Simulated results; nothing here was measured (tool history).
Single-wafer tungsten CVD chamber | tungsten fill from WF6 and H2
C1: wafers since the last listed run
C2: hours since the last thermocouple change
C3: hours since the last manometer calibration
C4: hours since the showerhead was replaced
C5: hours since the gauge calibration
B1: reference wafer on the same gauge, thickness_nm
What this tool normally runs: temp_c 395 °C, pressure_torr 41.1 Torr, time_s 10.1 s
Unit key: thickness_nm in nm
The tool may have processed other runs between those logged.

{"run": 1, "hour": 0.0, "temp_c": 395, "pressure_torr": 41.1, "time_s": 10.1, "C1": 0, "C2": 2357.3, "C3": 1825.9, "C4": 7007.2, "C5": 582.9, "B1": 27.17, "thickness_nm": 25.786}
{"run": 2, "hour": 10.6, "temp_c": 404, "pressure_torr": 41.1, "time_s": 9.1, "C1": 213, "C2": 2367.9, "C3": 1836.5, "C4": 7017.8, "C5": 593.5, "B1": 27.201, "thickness_nm": 28.165}
{"run": 3, "hour": 26.5, "temp_c": 404, "pressure_torr": 41.1, "time_s": 9.1, "C1": 320, "C2": 2383.8, "C3": 1852.4, "C4": 7033.7, "C5": 609.4, "B1": 27.206, "thickness_nm": 28.333}
{"run": 4, "hour": 36.8, "temp_c": 404, "pressure_torr": 41.1, "time_s": 9.1, "C1": 207, "C2": 2394.1, "C3": 1862.7, "C4": 7044, "C5": 619.7, "B1": 27.208, "thickness_nm": 28.288}
{"run": 5, "hour": 43.1, "temp_c": 395, "pressure_torr": 45.1, "time_s": 10.1, "C1": 126, "C2": 2400.4, "C3": 1869, "C4": 7050.3, "C5": 626, "B1": 27.206, "thickness_nm": 26.48}
{"hour": 54.9, "done": "showerhead replaced"}
{"run": 6, "hour": 55.4, "temp_c": 395, "pressure_torr": 41.1, "time_s": 10.1, "C1": 86, "C2": 2412.7, "C3": 1881.3, "C4": 0.5, "C5": 638.3, "B1": 27.197, "thickness_nm": 26.114}
{"run": 7, "hour": 60.2, "temp_c": 395, "pressure_torr": 41.1, "time_s": 10.1, "C1": 96, "C2": 2417.5, "C3": 1886.1, "C4": 5.3, "C5": 643.1, "B1": 27.213, "thickness_nm": 26.005}
{"hour": 64.4, "done": "gauge calibrated"}
{"run": 8, "hour": 77.4, "temp_c": 404, "pressure_torr": 47.4, "time_s": 10.1, "C1": 346, "C2": 2434.7, "C3": 1903.3, "C4": 22.5, "C5": 13, "B1": 27.177, "thickness_nm": 32.752}
{"run": 9, "hour": 95.3, "temp_c": 395, "pressure_torr": 41.1, "time_s": 11.6, "C1": 360, "C2": 2452.6, "C3": 1921.2, "C4": 40.4, "C5": 30.9, "B1": 27.208, "thickness_nm": 29.768}
{"run": 10, "hour": 103.5, "temp_c": 395, "pressure_torr": 41.1, "time_s": 11.6, "C1": 165, "C2": 2460.8, "C3": 1929.4, "C4": 48.6, "C5": 39.1, "B1": 27.186, "thickness_nm": 29.8}
{"run": 11, "hour": 115.3, "temp_c": 395, "pressure_torr": 41.1, "time_s": 10.1, "C1": 237, "C2": 2472.6, "C3": 1941.2, "C4": 60.4, "C5": 50.9, "B1": 27.198, "thickness_nm": 25.827}
{"run": 12, "hour": 124.0, "temp_c": 399, "pressure_torr": 49.9, "time_s": 8.9, "C1": 175, "C2": 2481.3, "C3": 1949.9, "C4": 69.1, "C5": 59.6, "B1": 27.199, "thickness_nm": 26.338}
{"run": 13, "hour": 137.0, "temp_c": 395, "pressure_torr": 41.1, "time_s": 10.1, "C1": 261, "C2": 2494.3, "C3": 1962.9, "C4": 82.1, "C5": 72.6, "B1": 27.192, "thickness_nm": 25.858}
{"hour": 153.6, "done": "thermocouple changed; heater temperature recalibrated"}
{"run": 14, "hour": 154.1, "temp_c": 407, "pressure_torr": 32.3, "time_s": 9, "C1": 183, "C2": 0.5, "C3": 1980, "C4": 99.2, "C5": 89.7, "B1": 27.202, "thickness_nm": 30.905}
{"run": 15, "hour": 163.2, "temp_c": 395, "pressure_torr": 34.5, "time_s": 9.3, "C1": 183, "C2": 9.6, "C3": 1989.1, "C4": 108.3, "C5": 98.8, "B1": 27.204, "thickness_nm": 25.317}
{"run": 16, "hour": 180.1, "temp_c": 407, "pressure_torr": 41.1, "time_s": 10.1, "C1": 340, "C2": 26.5, "C3": 2006, "C4": 125.2, "C5": 115.7, "B1": 27.176, "thickness_nm": 36.744}
{"run": 17, "hour": 190.6, "temp_c": 395, "pressure_torr": 41.1, "time_s": 10.1, "C1": 211, "C2": 37, "C3": 2016.5, "C4": 135.7, "C5": 126.2, "B1": 27.193, "thickness_nm": 28.522}
{"run": 18, "hour": 217.4, "temp_c": 407, "pressure_torr": 32.7, "time_s": 10.9, "C1": 539, "C2": 63.8, "C3": 2043.3, "C4": 162.5, "C5": 153, "B1": 27.208, "thickness_nm": 37.077}
{"run": 19, "hour": 226.3, "temp_c": 388, "pressure_torr": 35.1, "time_s": 9.2, "C1": 179, "C2": 72.7, "C3": 2052.2, "C4": 171.4, "C5": 161.9, "B1": 27.178, "thickness_nm": 21.348}
{"run": 20, "hour": 233.9, "temp_c": 389, "pressure_torr": 34.9, "time_s": 11.4, "C1": 153, "C2": 80.3, "C3": 2059.8, "C4": 179, "C5": 169.5, "B1": 27.187, "thickness_nm": 26.895}
{"run": 21, "hour": 243.3, "temp_c": 409, "pressure_torr": 34.3, "time_s": 11.9, "C1": 189, "C2": 89.7, "C3": 2069.2, "C4": 188.4, "C5": 178.9, "B1": 27.202, "thickness_nm": 42.331}
{"hour": 257.0, "done": "capacitance manometer re-zeroed and calibrated"}
{"run": 22, "hour": 257.5, "temp_c": 406, "pressure_torr": 47.4, "time_s": 8.5, "C1": 124, "C2": 103.9, "C3": 0.5, "C4": 202.6, "C5": 193.1, "B1": 27.192, "thickness_nm": 31.299}
{"run": 23, "hour": 271.2, "temp_c": 383, "pressure_torr": 48.6, "time_s": 10.1, "C1": 275, "C2": 117.6, "C3": 14.2, "C4": 216.3, "C5": 206.8, "B1": 27.198, "thickness_nm": 22.769}
{"run": 24, "hour": 281.9, "temp_c": 402, "pressure_torr": 41.1, "time_s": 8.6, "C1": 215, "C2": 128.3, "C3": 24.9, "C4": 227, "C5": 217.5, "B1": 27.212, "thickness_nm": 28.069}
{"run": 25, "hour": 292.4, "temp_c": 395, "pressure_torr": 47.3, "time_s": 8.8, "C1": 211, "C2": 138.8, "C3": 35.4, "C4": 237.5, "C5": 228, "B1": 27.183, "thickness_nm": 25.661}
{"run": 26, "hour": 303.5, "temp_c": 395, "pressure_torr": 41.1, "time_s": 10.1, "C1": 223, "C2": 149.9, "C3": 46.5, "C4": 248.6, "C5": 239.1, "B1": 27.207, "thickness_nm": 28.241}
{"run": 27, "hour": 319.1, "temp_c": 380, "pressure_torr": 41.1, "time_s": 10.8, "C1": 314, "C2": 165.5, "C3": 62.1, "C4": 264.2, "C5": 254.7, "B1": 27.192, "thickness_nm": 21.557}
{"run": 28, "hour": 332.5, "temp_c": 383, "pressure_torr": 35.9, "time_s": 10.6, "C1": 269, "C2": 178.9, "C3": 75.5, "C4": 277.6, "C5": 268.1, "B1": 27.196, "thickness_nm": 21.773}
{"run": 29, "hour": 348.1, "temp_c": 395, "pressure_torr": 45.2, "time_s": 10.1, "C1": 314, "C2": 194.5, "C3": 91.1, "C4": 293.2, "C5": 283.7, "B1": 27.203, "thickness_nm": 28.752}
{"run": 30, "hour": 356.7, "temp_c": 404, "pressure_torr": 41.1, "time_s": 9.1, "C1": 173, "C2": 203.1, "C3": 99.7, "C4": 301.8, "C5": 292.3, "B1": 27.211, "thickness_nm": 30.469}
{"run": 31, "hour": 370.5, "temp_c": 395, "pressure_torr": 31.8, "time_s": 8.3, "C1": 277, "C2": 216.9, "C3": 113.5, "C4": 315.6, "C5": 306.1, "B1": 27.177, "thickness_nm": 21.577}
{"run": 32, "hour": 382.6, "temp_c": 395, "pressure_torr": 47.4, "time_s": 10.1, "C1": 243, "C2": 229, "C3": 125.6, "C4": 327.7, "C5": 318.2, "B1": 27.201, "thickness_nm": 29.392}
{"run": 33, "hour": 398.2, "temp_c": 403, "pressure_torr": 41.1, "time_s": 8.8, "C1": 314, "C2": 244.6, "C3": 141.2, "C4": 343.3, "C5": 333.8, "B1": 27.201, "thickness_nm": 28.77}

For each run, what was the tool's unlogged condition?
true pressure above the setpoint (%): 0, the same for each run
gauge reads high (%): 0, the same for each run
H1: wafer temperature above the value expected at the setpoint (K)
run=1 H1=-4.81
run=2 H1=-4.82
run=3 H1=-4.83
run=4 H1=-4.83
run=5 H1=-4.84
run=6 H1=-4.84
run=7 H1=-4.85
run=8 H1=-4.86
run=9 H1=-4.86
run=10 H1=-4.87
run=11 H1=-4.87
run=12 H1=-4.88
run=13 H1=-4.89
run=14 H1=0.149
run=15 H1=0.0901
run=16 H1=-0.0178
run=17 H1=-0.0839
run=18 H1=-0.249
run=19 H1=-0.303
run=20 H1=-0.349
run=21 H1=-0.405
run=22 H1=-0.489
run=23 H1=-0.568
run=24 H1=-0.629
run=25 H1=-0.689
run=26 H1=-0.751
run=27 H1=-0.837
run=28 H1=-0.91
run=29 H1=-0.994
run=30 H1=-1.04
run=31 H1=-1.11
run=32 H1=-1.17
run=33 H1=-1.25
